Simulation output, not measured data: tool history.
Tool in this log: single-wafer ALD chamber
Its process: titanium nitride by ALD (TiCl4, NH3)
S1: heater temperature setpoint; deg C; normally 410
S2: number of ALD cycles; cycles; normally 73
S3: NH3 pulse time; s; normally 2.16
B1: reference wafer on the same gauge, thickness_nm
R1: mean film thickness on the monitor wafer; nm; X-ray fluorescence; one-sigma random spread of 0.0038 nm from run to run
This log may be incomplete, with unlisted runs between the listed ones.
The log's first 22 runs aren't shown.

run	day	S1	S2	S3	B1	R1
23	53.079	410	63	2.66	1.660	1.338
24	55.117	410	73	2.16	1.660	1.530
25	57.575	410	65	1.54	1.660	1.359
26	60.250	418	63	2.59	1.661	1.340
27	61.979	402	63	2.41	1.660	1.335
28	64.646	410	73	2.16	1.660	1.538
# day 66.238: gauge calibrated
29	67.212	410	87	2.16	1.660	1.839
30	69.604	399	73	2.42	1.660	1.536
# day 69.988: thermocouple changed; heater temperature recalibrated
31	71.958	418	79	2.72	1.660	1.675
32	73.767	410	73	2.62	1.660	1.539
33	76.538	423	61	1.78	1.660	1.284
34	79.046	423	85	1.42	1.660	1.776
35	80.088	410	67	2.16	1.660	1.412
36	82.512	410	73	1.78	1.659	1.534
37	84.279	410	83	2.16	1.661	1.747
38	87.258	410	73	2.16	1.661	1.542
39	89.038	403	68	2.74	1.660	1.439
40	91.758	410	73	2.16	1.661	1.543
41	94.467	423	81	1.71	1.660	1.709

Each row is a separate what-if for the run after 41, all from the same tool condition, not one after another. Results?
A	94.492	410	73	2.16	?	?
B	94.492	402	73	1.46	?	?
C	94.492	424	63	1.78	?	?

run	B1	R1
A	1.660	1.540
B	1.660	1.516
C	1.660	1.328
Without the tool's unlogged condition, the same runs would have read:
run	R1
A	1.540
B	1.516
C	1.328

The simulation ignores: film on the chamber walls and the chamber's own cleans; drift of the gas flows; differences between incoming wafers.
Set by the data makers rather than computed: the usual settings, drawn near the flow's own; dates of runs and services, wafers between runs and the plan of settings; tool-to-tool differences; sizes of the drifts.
